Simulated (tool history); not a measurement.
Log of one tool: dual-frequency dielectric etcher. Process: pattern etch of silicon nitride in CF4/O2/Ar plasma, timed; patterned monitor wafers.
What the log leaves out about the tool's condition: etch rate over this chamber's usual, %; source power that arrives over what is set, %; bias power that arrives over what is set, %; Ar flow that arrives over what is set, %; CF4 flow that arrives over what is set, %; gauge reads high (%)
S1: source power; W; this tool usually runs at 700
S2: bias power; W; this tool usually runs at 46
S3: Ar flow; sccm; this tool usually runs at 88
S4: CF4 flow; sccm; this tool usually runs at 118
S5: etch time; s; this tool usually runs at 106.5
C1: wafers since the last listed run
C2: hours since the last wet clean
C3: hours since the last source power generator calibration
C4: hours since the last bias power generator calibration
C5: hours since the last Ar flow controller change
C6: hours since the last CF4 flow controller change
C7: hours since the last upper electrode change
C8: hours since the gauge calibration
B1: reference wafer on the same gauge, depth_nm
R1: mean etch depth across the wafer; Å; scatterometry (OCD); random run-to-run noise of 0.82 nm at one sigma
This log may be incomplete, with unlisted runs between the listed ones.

run,hour,S1,S2,S3,S4,S5,C1,C2,C3,C4,C5,C6,C7,C8,B1,R1
1,0,700,46,88,118,106.5,0,500.9,4572.2,2534.4,2381.4,5191.9,0.5,595.9,345.2,3128
# hour 9.2: source power generator calibrated
2,21.7,700,46,88,118,106.5,202,522.6,12.5,2556.1,2403.1,5213.6,22.2,617.6,345.2,3140
# hour 22.5: gauge calibrated
3,41.7,700,46,88,118,106.5,229,542.6,32.5,2576.1,2423.1,5233.6,42.2,19.2,345.3,3122
4,74.8,580,46,88,118,106.5,379,575.7,65.6,2609.2,2456.2,5266.7,75.3,52.3,345.3,2655
5,101.5,580,46,88,118,106.5,306,602.4,92.3,2635.9,2482.9,5293.4,102,79,345.4,2670
# hour 125.9: wet clean of the chamber
6,136.3,580,46,88,118,106.5,123,10.4,127.1,2670.7,2517.7,5328.2,136.8,113.8,345.2,2633
7,160.6,700,46,88,118,106.5,278,34.7,151.4,2695,2542,5352.5,161.1,138.1,344.8,3092
8,176.7,830,46,81,118,126,184,50.8,167.5,2711.1,2558.1,5368.6,177.2,154.2,344.5,4276
9,209,580,46,88,118,106.5,370,83.1,199.8,2743.4,2590.4,5400.9,209.5,186.5,345.1,2629
10,231.2,610,46,88,118,97.5,254,105.3,222,2765.6,2612.6,5423.1,231.7,208.7,344.7,2516
# hour 249.9: Ar flow controller replaced
11,265.4,700,38,88,118,106.5,323,139.5,256.2,2799.8,15.5,5457.3,265.9,242.9,344.4,2783
# hour 328.7: bias power generator calibrated
12,331.4,810,46,108,146,80.5,710,205.5,322.2,2.7,81.5,5523.3,331.9,308.9,344.9,2718
13,349.1,870,56,74,118,116.5,202,223.2,339.9,20.4,99.2,5541,349.6,326.6,345,4617
14,377,700,53,88,93,90.5,319,251.1,367.8,48.3,127.1,5568.9,377.5,354.5,345.2,2711
15,390.4,540,46,103,91,106.5,153,264.5,381.2,61.7,140.5,5582.3,390.9,367.9,344.9,2333
# hour 399.3: CF4 flow controller replaced
16,419.3,620,46,103,109,132,262,293.4,410.1,90.6,169.4,20,419.8,396.8,345.2,3372
17,442.4,530,41,88,134,106.5,264,316.5,433.2,113.7,192.5,43.1,442.9,419.9,345,2337
18,455.2,700,35,88,130,106.5,146,329.3,446,126.5,205.3,55.9,455.7,432.7,345,2718
19,485.9,700,46,88,118,136.5,351,360,476.7,157.2,236,86.6,486.4,463.4,344.8,3992
20,519.4,700,46,88,118,106.5,384,393.5,510.2,190.7,269.5,120.1,519.9,496.9,345.1,3127
21,552.1,780,46,70,118,117.5,374,426.2,542.9,223.4,302.2,152.8,552.6,529.6,345.2,3866
22,577.2,700,46,88,118,106.5,287,451.3,568,248.5,327.3,177.9,577.7,554.7,344.7,3122

Branching from run 22: 3 alternative next runs. What would each branch give?
A,577.6,700,46,88,118,106.5,4,451.7,568.4,248.9,327.7,178.3,578.1,555.1,?,?
B,577.6,820,51,88,118,119.5,4,451.7,568.4,248.9,327.7,178.3,578.1,555.1,?,?
C,577.6,760,46,96,134,106.5,4,451.7,568.4,248.9,327.7,178.3,578.1,555.1,?,?

run,B1,R1
A,345.1,3136
B,345.1,4265
C,345.1,3414
Without the tool's hidden state the same runs would have given:
run,R1
A,3094
B,4208
C,3368

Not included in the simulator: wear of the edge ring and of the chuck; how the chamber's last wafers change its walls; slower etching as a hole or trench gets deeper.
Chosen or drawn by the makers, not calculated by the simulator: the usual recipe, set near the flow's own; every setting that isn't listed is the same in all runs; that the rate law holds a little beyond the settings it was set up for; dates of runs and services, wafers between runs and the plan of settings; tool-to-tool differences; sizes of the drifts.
